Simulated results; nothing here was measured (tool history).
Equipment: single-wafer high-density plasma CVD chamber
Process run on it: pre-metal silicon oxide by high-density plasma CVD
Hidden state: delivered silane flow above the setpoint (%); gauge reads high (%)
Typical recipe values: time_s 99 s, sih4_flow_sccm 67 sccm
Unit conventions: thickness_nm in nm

| run | day | time_s | sih4_flow_sccm | wafers since the last listed run | hours since the silane flow controller was replaced | hours since the gauge calibration | read-back reference wafer on the same gauge, thickness_nm | thickness_nm |
|---|---|---|---|---|---|---|---|---|
| 1 | 0 | 99 | 67 | 0 | 3208.4 | 626.2 | 701.25 | 690.647 |
| 2 | 2.771 | 99 | 67 | 753 | 3274.9 | 692.7 | 700.74 | 686.1 |
| 3 | 4.183 | 104.2 | 73 | 384 | 3308.8 | 726.6 | 701.453 | 772.951 |
| 4 | 6.542 | 114.5 | 64 | 641 | 3365.4 | 783.2 | 700.565 | 773.128 |
| 5 | 8.35 | 114.5 | 64 | 492 | 3408.8 | 826.6 | 700.887 | 773.167 |
|  | 8.667 | gauge calibrated |
| 6 | 11.125 | 114.5 | 64 | 755 | 3475.4 | 59 | 700.659 | 771.561 |
| 7 | 12.621 | 113 | 72 | 406 | 3511.3 | 94.9 | 701.508 | 831.047 |
| 8 | 14.179 | 113 | 72 | 423 | 3548.7 | 132.3 | 701.092 | 832.134 |
| 9 | 16.108 | 113 | 72 | 524 | 3595 | 178.6 | 700.879 | 838.951 |
| 10 | 18.554 | 99 | 67 | 665 | 3653.7 | 237.3 | 701.849 | 693.033 |
|  | 21.479 | silane flow controller replaced |
| 11 | 21.5 | 99 | 67 | 710 | 0.5 | 308 | 700.157 | 660.32 |
| 12 | 23.3 | 106.8 | 61 | 489 | 43.7 | 351.2 | 701.222 | 665.883 |
| 13 | 26.246 | 109.2 | 78 | 801 | 114.4 | 421.9 | 701.193 | 812.932 |
| 14 | 32.825 | 99 | 67 | 1790 | 272.3 | 579.8 | 700.855 | 666.638 |

The next listed run, before its measurement:
| 15 | 34.942 | 84.1 | 54 | 575 | 323.1 | 630.6 | ? | ? |

Run 15 came out at read-back reference wafer on the same gauge, thickness_nm 701.041, thickness_nm 484.759 nm.
Were there no unlogged condition in the tool, this run, its random variation unchanged, would have produced thickness_nm 482.337 nm.

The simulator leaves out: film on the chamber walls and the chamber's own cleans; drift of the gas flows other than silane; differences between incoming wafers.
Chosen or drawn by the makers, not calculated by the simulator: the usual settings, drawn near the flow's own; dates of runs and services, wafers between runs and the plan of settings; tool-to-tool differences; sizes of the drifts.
